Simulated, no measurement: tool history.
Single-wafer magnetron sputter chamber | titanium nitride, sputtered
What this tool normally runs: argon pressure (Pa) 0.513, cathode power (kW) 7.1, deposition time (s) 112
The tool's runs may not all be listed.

run   hour  argon pressure (Pa)  cathode power (kW)  deposition time (s)  read-back reference wafer on the same gauge, thickness_nm  mean film thickness on the monitor wafer (nm)
  1      0                0.513                 6.5                  112                                                    161.973                                        131.575
  2   11.5                0.513                 6.5                  112                                                    162.069                                         132.08
  3   28.9                0.513                 7.1                   97                                                    162.057                                         125.05
  4   44.8                0.513                 7.1                   97                                                    161.921                                         125.12
  5   59.1                0.513                 7.1                  112                                                    162.168                                        143.911
  6   69.6                0.654                 7.1                  112                                                    161.985                                        135.912
  7   82.1                0.455                 7.1                  112                                                    162.029                                        146.755
  8   89.5                0.455                 7.1                  112                                                    161.975                                        146.982
  9  105.5                0.654                 7.1                  118                                                    161.992                                        142.537
 10  115.8                0.654                 7.1                  118                                                    162.111                                        142.933
 11  125.5                0.654                 7.1                  118                                                    162.005                                         142.77
 12  136.2                0.366                 7.1                  103                                                     162.01                                         139.94
 13  151.4                0.366                 7.1                  103                                                    161.924                                        139.603
     168.4  -- capacitance manometer re-zeroed and calibrated
     169.9  -- sputter target and shields replaced
 14  170.4                0.513                 6.7                  112                                                    162.026                                        136.401
     170.8  -- gauge calibrated
 15    178                0.513                 7.1                  112                                                    161.867                                        144.602
 16  194.2                0.513                 7.1                  112                                                    161.944                                        144.571
 17  211.2                0.513                 7.1                  118                                                    161.998                                        151.659
     251.3  -- magnet pack replaced
 18  260.3                0.513                   6                  127                                                    161.905                                        138.279
 19  275.9                0.513                8.05                  125                                                    161.942                                        182.561
 20  282.3                 0.65                 6.2                  123                                                    162.077                                        130.626
 21  289.9                0.513                 7.1                  112                                                    162.025                                        144.103
 22  299.6                0.604                 5.9                  103                                                    162.001                                         106.44
 23  315.9                0.513                 7.1                  112                                                    162.085                                        144.143
 24  333.6                0.365                 6.3                  121                                                    162.098                                        146.253
 25  343.9                0.455                 7.1                  112                                                    162.032                                        147.329
 26  359.5                0.689                 7.1                  112                                                    161.966                                         133.81
 27  376.3                0.636                 8.2                  112                                                    162.068                                        157.661
 28  389.5                0.615                 7.1                  122                                                    162.015                                         149.51
 29  402.9                0.513                7.75                  112                                                    162.174                                        156.096
 30  418.3                0.379                6.05                  118                                                    162.143                                        135.711

4 options for the next run, each taken on its own from the tool as it stands now. Forecast them:
  A  418.7                0.626                 7.1                  112                                                          ?                                              ?
  B  418.7                0.367                 7.1                  112                                                          ?                                              ?
  C  418.7                0.684                5.85                  106                                                          ?                                              ?
  D  418.7                 0.44                8.65                  112                                                          ?                                              ?

run  read-back reference wafer on the same gauge, thickness_nm  mean film thickness on the monitor wafer (nm)
  A                                                    162.058                                        136.435
  B                                                    162.058                                        151.403
  C                                                    162.058                                        103.999
  D                                                    162.058                                        179.048
The same runs, with their run-to-run variation unchanged, on a tool lacking any hidden condition would have given:
run  mean film thickness on the monitor wafer (nm)
  A                                        138.302
  B                                        153.474
  C                                        105.422
  D                                        181.498
